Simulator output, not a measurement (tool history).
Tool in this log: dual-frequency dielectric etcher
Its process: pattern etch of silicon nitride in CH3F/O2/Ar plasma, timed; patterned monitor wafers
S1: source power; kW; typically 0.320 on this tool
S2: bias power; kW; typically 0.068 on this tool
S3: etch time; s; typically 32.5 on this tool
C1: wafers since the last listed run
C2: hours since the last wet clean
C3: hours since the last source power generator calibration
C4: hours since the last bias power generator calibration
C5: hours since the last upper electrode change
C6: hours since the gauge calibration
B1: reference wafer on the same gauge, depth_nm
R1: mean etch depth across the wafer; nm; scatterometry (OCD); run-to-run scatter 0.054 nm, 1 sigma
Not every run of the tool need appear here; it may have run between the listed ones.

run	hour	S1	S2	S3	C1	C2	C3	C4	C5	C6	B1	R1
1	0.0	0.320	0.068	32.5	0	536.7	2158.5	269.0	3597.6	3244.2	24.30	21.68
2	92.3	0.320	0.068	32.5	1795	629.0	2250.8	361.3	3689.9	3336.5	24.31	21.81
# hour 120.6: gauge calibrated
3	165.5	0.320	0.077	39.5	1423	702.2	2324.0	434.5	3763.1	44.9	24.31	28.00
# hour 221.4: wet clean of the chamber
4	225.8	0.320	0.077	39.5	706	4.4	2384.3	494.8	3823.4	105.2	24.30	26.93
5	320.2	0.320	0.068	32.5	1836	98.8	2478.7	589.2	3917.8	199.6	24.32	21.17
6	361.8	0.320	0.068	25.0	809	140.4	2520.3	630.8	3959.4	241.2	24.29	16.34
7	460.7	0.390	0.081	39.0	1923	239.3	2619.2	729.7	4058.3	340.1	24.31	29.52
8	502.4	0.360	0.068	24.0	811	281.0	2660.9	771.4	4100.0	381.8	24.30	16.47
9	584.3	0.320	0.068	32.5	1593	362.9	2742.8	853.3	4181.9	463.7	24.28	21.43
# hour 592.8: source power generator calibrated
10	621.8	0.270	0.058	32.5	651	400.4	29.0	890.8	4219.4	501.2	24.31	18.86
11	669.7	0.360	0.068	38.0	931	448.3	76.9	938.7	4267.3	549.1	24.33	26.35
12	852.8	0.320	0.068	32.5	3561	631.4	260.0	1121.8	4450.4	732.2	24.29	21.68
# hour 879.6: wet clean of the chamber
13	944.1	0.320	0.079	32.5	1309	64.5	351.3	1213.1	4541.7	823.5	24.32	22.73
14	999.3	0.320	0.068	24.0	1073	119.7	406.5	1268.3	4596.9	878.7	24.30	15.80
# hour 1101.9: upper electrode replaced
15	1102.4	0.290	0.073	30.0	1538	222.8	509.6	1371.4	0.5	981.8	24.27	19.63
16	1199.6	0.290	0.084	39.5	1890	320.0	606.8	1468.6	97.7	1079.0	24.31	27.41
17	1285.7	0.320	0.068	23.0	1674	406.1	692.9	1554.7	183.8	1165.1	24.31	15.36
18	1347.3	0.250	0.068	32.5	1198	467.7	754.5	1616.3	245.4	1226.7	24.29	19.68
19	1454.9	0.320	0.068	32.5	2093	575.3	862.1	1723.9	353.0	1334.3	24.30	21.89
20	1528.5	0.320	0.064	32.5	1431	648.9	935.7	1797.5	426.6	1407.9	24.29	21.40
# hour 1566.6: wet clean of the chamber
21	1578.7	0.270	0.068	32.5	509	12.1	985.9	1847.7	476.8	1458.1	24.30	19.72
22	1646.8	0.320	0.068	32.5	1324	80.2	1054.0	1915.8	544.9	1526.2	24.32	21.23
23	1736.8	0.320	0.068	32.5	1750	170.2	1144.0	2005.8	634.9	1616.2	24.28	21.34
24	1788.0	0.360	0.073	32.5	995	221.4	1195.2	2057.0	686.1	1667.4	24.27	23.02
25	1828.3	0.320	0.053	41.0	783	261.7	1235.5	2097.3	726.4	1707.7	24.32	24.50
26	1918.9	0.320	0.068	32.5	1762	352.3	1326.1	2187.9	817.0	1798.3	24.29	21.58
27	1967.2	0.320	0.068	32.5	939	400.6	1374.4	2236.2	865.3	1846.6	24.29	21.56
28	2058.5	0.320	0.068	32.5	1775	491.9	1465.7	2327.5	956.6	1937.9	24.32	21.69
29	2144.1	0.320	0.068	32.5	1665	577.5	1551.3	2413.1	1042.2	2023.5	24.32	21.75

5 options for the next run, each taken on its own from the tool as it stands now. Forecast them:
A	2144.5	0.320	0.077	32.5	7	577.9	1551.7	2413.5	1042.6	2023.9	?	?
B	2144.5	0.260	0.063	29.0	7	577.9	1551.7	2413.5	1042.6	2023.9	?	?
C	2144.5	0.250	0.068	37.5	7	577.9	1551.7	2413.5	1042.6	2023.9	?	?
D	2144.5	0.350	0.062	32.5	7	577.9	1551.7	2413.5	1042.6	2023.9	?	?
E	2144.5	0.380	0.081	28.0	7	577.9	1551.7	2413.5	1042.6	2023.9	?	?

run	B1	R1
A	24.30	22.84
B	24.30	17.30
C	24.30	22.70
D	24.30	21.75
E	24.30	21.50
Take away the tool's hidden state, keep each run's random variation, and the runs would have read:
run	R1
A	22.24
B	16.85
C	22.10
D	21.17
E	20.93
